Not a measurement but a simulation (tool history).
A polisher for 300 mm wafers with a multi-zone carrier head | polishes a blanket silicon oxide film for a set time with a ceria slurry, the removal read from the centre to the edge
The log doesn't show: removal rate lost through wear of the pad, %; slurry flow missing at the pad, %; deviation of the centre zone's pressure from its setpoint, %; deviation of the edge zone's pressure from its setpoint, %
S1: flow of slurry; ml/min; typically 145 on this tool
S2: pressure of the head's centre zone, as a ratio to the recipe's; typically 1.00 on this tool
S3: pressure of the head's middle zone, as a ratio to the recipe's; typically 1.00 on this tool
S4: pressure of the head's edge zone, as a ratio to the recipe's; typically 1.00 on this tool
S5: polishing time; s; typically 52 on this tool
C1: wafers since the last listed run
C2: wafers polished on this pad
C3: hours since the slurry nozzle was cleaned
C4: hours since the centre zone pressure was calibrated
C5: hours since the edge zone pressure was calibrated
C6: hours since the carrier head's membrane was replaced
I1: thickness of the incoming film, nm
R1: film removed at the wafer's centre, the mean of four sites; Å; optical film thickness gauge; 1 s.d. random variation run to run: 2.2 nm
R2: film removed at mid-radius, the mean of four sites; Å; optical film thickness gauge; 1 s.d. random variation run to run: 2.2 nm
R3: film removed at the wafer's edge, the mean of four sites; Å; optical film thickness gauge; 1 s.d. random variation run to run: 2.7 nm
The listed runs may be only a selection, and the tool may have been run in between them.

run 1 day=0.000 | S1=185 S2=1.00 S3=0.92 S4=0.89 S5=52 | C1=0 C2=6484 C3=177.5 C4=46.3 C5=447.0 C6=1167.1 | I1=1611.9 | R1=2010 R2=1887 R3=1925
run 2 day=3.996 | S1=115 S2=1.10 S3=0.88 S4=1.00 S5=43 | C1=1018 C2=7502 C3=273.4 C4=142.2 C5=542.9 C6=1263.0 | I1=1618.2 | R1=1694 R2=1375 R3=1544
-- day=5.158 worn pad replaced by a new one
run 3 day=7.029 | S1=145 S2=1.05 S3=1.00 S4=1.00 S5=36 | C1=730 C2=477 C3=346.2 C4=215.0 C5=615.7 C6=1335.8 | I1=1624.7 | R1=1424 R2=1314 R3=1354
-- day=10.833 carrier head's membrane replaced by a new one
run 4 day=11.350 | S1=145 S2=1.00 S3=1.00 S4=1.00 S5=52 | C1=1048 C2=1525 C3=449.9 C4=318.7 C5=719.4 C6=12.4 | I1=1617.3 | R1=1958 R2=1902 R3=1981
-- day=11.521 edge zone pressure recalibrated
run 5 day=14.467 | S1=145 S2=1.00 S3=1.00 S4=1.00 S5=52 | C1=772 C2=2298 C3=524.7 C4=393.5 C5=70.7 C6=87.2 | I1=1609.0 | R1=1957 R2=1921 R3=1956
run 6 day=16.062 | S1=185 S2=1.10 S3=1.05 S4=1.00 S5=67 | C1=406 C2=2704 C3=563.0 C4=431.8 C5=109.0 C6=125.5 | I1=1609.4 | R1=2965 R2=2610 R3=2563
run 7 day=19.033 | S1=145 S2=0.88 S3=1.00 S4=1.00 S5=52 | C1=757 C2=3461 C3=634.3 C4=503.1 C5=180.3 C6=196.8 | I1=1631.1 | R1=1784 R2=1929 R3=1917
run 8 day=23.442 | S1=115 S2=1.00 S3=0.89 S4=0.93 S5=65 | C1=1123 C2=4585 C3=740.1 C4=608.9 C5=286.1 C6=302.6 | I1=1613.2 | R1=2367 R2=2132 R3=2288
-- day=25.396 slurry nozzle cleaned
run 9 day=26.092 | S1=120 S2=1.00 S3=0.97 S4=1.12 S5=66 | C1=664 C2=5249 C3=16.7 C4=672.5 C5=349.7 C6=366.2 | I1=1590.1 | R1=2425 R2=2263 R3=2493
run 10 day=29.283 | S1=145 S2=0.91 S3=1.00 S4=1.00 S5=70 | C1=813 C2=6063 C3=93.3 C4=749.1 C5=426.3 C6=442.8 | I1=1633.6 | R1=2468 R2=2583 R3=2686
run 11 day=31.971 | S1=145 S2=0.91 S3=1.00 S4=1.00 S5=69 | C1=684 C2=6748 C3=157.8 C4=813.6 C5=490.8 C6=507.3 | I1=1617.4 | R1=2372 R2=2513 R3=2583
-- day=38.108 worn pad replaced by a new one
run 12 day=40.600 | S1=170 S2=1.00 S3=1.00 S4=1.00 S5=68 | C1=2156 C2=635 C3=364.9 C4=1020.7 C5=697.9 C6=714.4 | I1=1621.1 | R1=2684 R2=2591 R3=2698
run 13 day=44.617 | S1=145 S2=1.00 S3=1.00 S4=1.07 S5=52 | C1=1023 C2=1658 C3=461.3 C4=1117.1 C5=794.3 C6=810.8 | I1=1618.6 | R1=2039 R2=1960 R3=2031
-- day=46.412 edge zone pressure recalibrated
run 14 day=48.071 | S1=145 S2=0.88 S3=1.00 S4=1.00 S5=57 | C1=859 C2=2517 C3=544.2 C4=1200.0 C5=39.8 C6=893.7 | I1=1623.2 | R1=1921 R2=2106 R3=2176
-- day=50.217 centre zone pressure recalibrated
run 15 day=51.033 | S1=145 S2=0.92 S3=1.00 S4=1.06 S5=44 | C1=733 C2=3251 C3=615.3 C4=19.6 C5=110.9 C6=964.8 | I1=1623.0 | R1=1509 R2=1636 R3=1680
run 16 day=53.112 | S1=145 S2=1.00 S3=1.00 S4=1.00 S5=52 | C1=529 C2=3781 C3=665.2 C4=69.5 C5=160.8 C6=1014.7 | I1=1620.2 | R1=1985 R2=1902 R3=1927
-- day=57.479 slurry nozzle cleaned
run 17 day=61.950 | S1=145 S2=1.04 S3=0.93 S4=0.88 S5=52 | C1=2241 C2=6022 C3=107.3 C4=281.6 C5=372.9 C6=1226.8 | I1=1596.2 | R1=2039 R2=1820 R3=1879
run 18 day=65.254 | S1=120 S2=1.00 S3=0.92 S4=0.94 S5=52 | C1=842 C2=6865 C3=186.6 C4=360.9 C5=452.2 C6=1306.1 | I1=1616.1 | R1=1884 R2=1723 R3=1863
run 19 day=67.454 | S1=100 S2=1.00 S3=1.07 S4=1.00 S5=52 | C1=560 C2=7425 C3=239.4 C4=413.7 C5=505.0 C6=1358.9 | I1=1600.2 | R1=1793 R2=1840 R3=1837
-- day=71.458 worn pad replaced by a new one
run 20 day=71.746 | S1=145 S2=0.97 S3=0.96 S4=1.00 S5=42 | C1=1051 C2=73 C3=342.4 C4=516.7 C5=608.0 C6=1461.9 | I1=1599.4 | R1=1545 R2=1502 R3=1611
run 21 day=75.204 | S1=145 S2=1.00 S3=1.00 S4=0.91 S5=52 | C1=881 C2=954 C3=425.4 C4=599.7 C5=691.0 C6=1544.9 | I1=1614.2 | R1=2040 R2=1889 R3=1917
-- day=76.412 carrier head's membrane replaced by a new one
run 22 day=78.242 | S1=145 S2=1.00 S3=0.90 S4=1.11 S5=52 | C1=720 C2=1675 C3=498.3 C4=672.6 C5=763.9 C6=43.9 | I1=1614.5 | R1=2005 R2=1774 R3=2030
-- day=80.738 edge zone pressure recalibrated
run 23 day=82.246 | S1=145 S2=1.00 S3=1.00 S4=1.00 S5=52 | C1=999 C2=2674 C3=594.4 C4=768.7 C5=36.2 C6=140.0 | I1=1587.2 | R1=2036 R2=1930 R3=1956

For each run, what was the tool's unlogged condition?
removal rate lost through wear of the pad, %: 0, the same for each run
slurry flow missing at the pad, %: 0, the same for each run
deviation of the edge zone's pressure from its setpoint, %: 0, the same for each run
H1: deviation of the centre zone's pressure from its setpoint, %
run=1 H1=0.637
run=2 H1=1.05
run=3 H1=1.37
run=4 H1=1.82
run=5 H1=2.14
run=6 H1=2.3
run=7 H1=2.61
run=8 H1=3.07
run=9 H1=3.35
run=10 H1=3.68
run=11 H1=3.96
run=12 H1=4.85
run=13 H1=5.27
run=14 H1=5.63
run=15 H1=1.24
run=16 H1=1.46
run=17 H1=2.38
run=18 H1=2.72
run=19 H1=2.95
run=20 H1=3.39
run=21 H1=3.75
run=22 H1=4.07
run=23 H1=4.48
